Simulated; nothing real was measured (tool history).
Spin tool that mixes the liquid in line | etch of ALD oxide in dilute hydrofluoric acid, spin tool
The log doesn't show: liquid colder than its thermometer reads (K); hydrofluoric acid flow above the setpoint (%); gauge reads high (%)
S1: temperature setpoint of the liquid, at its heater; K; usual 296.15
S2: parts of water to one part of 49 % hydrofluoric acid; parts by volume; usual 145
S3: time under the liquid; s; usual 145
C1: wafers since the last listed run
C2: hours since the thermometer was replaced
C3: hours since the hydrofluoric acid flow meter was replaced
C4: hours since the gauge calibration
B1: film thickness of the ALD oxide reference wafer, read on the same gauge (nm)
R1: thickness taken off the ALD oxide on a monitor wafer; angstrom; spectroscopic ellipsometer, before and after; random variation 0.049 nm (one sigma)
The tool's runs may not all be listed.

| run | day | S1 | S2 | S3 | C1 | C2 | C3 | C4 | B1 | R1 |
|---|---|---|---|---|---|---|---|---|---|---|
| 1 | 0 | 296.15 | 145 | 145 | 0 | 366.9 | 2129 | 1013.3 | 110.03 | 132.3 |
| 2 | 3.454 | 296.15 | 145 | 145 | 438 | 449.8 | 2211.9 | 1096.2 | 110 | 131.1 |
| 3 | 5.35 | 296.15 | 145 | 145 | 240 | 495.3 | 2257.4 | 1141.7 | 109.99 | 130.6 |
|  | 8.608 | thermometer replaced |
| 4 | 9.546 | 296.15 | 145 | 145 | 527 | 22.5 | 2358.1 | 1242.4 | 110 | 134.7 |
| 5 | 11.921 | 296.15 | 145 | 145 | 301 | 79.5 | 2415.1 | 1299.4 | 110.01 | 134.8 |
| 6 | 15.162 | 296.15 | 145 | 145 | 411 | 157.3 | 2492.9 | 1377.2 | 110.02 | 133.3 |
|  | 17.588 | hydrofluoric acid flow meter replaced |
| 7 | 17.967 | 296.15 | 145 | 145 | 350 | 224.6 | 9.1 | 1444.5 | 110 | 127.2 |
| 8 | 21.725 | 296.15 | 145 | 145 | 477 | 314.8 | 99.3 | 1534.7 | 110.03 | 127.3 |
| 9 | 23.746 | 296.15 | 145 | 145 | 256 | 363.3 | 147.8 | 1583.2 | 109.96 | 126.6 |
| 10 | 32.054 | 296.15 | 145 | 145 | 1055 | 562.7 | 347.2 | 1782.6 | 110.01 | 124.8 |
|  | 34.254 | thermometer replaced |
| 11 | 34.708 | 296.15 | 105 | 145 | 331 | 10.9 | 410.9 | 1846.3 | 110.01 | 187.2 |
| 12 | 38.042 | 296.15 | 145 | 180 | 423 | 90.9 | 490.9 | 1926.3 | 110.03 | 160.5 |
|  | 40.083 | gauge calibrated |
| 13 | 41.758 | 296.15 | 145 | 180 | 472 | 180.1 | 580.1 | 40.2 | 109.99 | 160.6 |
| 14 | 44.3 | 298.65 | 165 | 145 | 322 | 241.1 | 641.1 | 101.2 | 110.02 | 122 |
| 15 | 48.104 | 296.15 | 85 | 145 | 483 | 332.4 | 732.4 | 192.5 | 109.99 | 231.9 |
| 16 | 51.571 | 294.65 | 165 | 145 | 440 | 415.6 | 815.6 | 275.7 | 110 | 102.9 |

Run 17 comes next. What will it give?
| 17 | 53.838 | 296.15 | 105 | 100 | 287 | 470 | 870 | 330.1 | ? | ? |

{"run 17": {"B1": 110.04, "R1": 125.7}}
Without the tool's hidden state the same run would have given R1 128.7 angstrom.
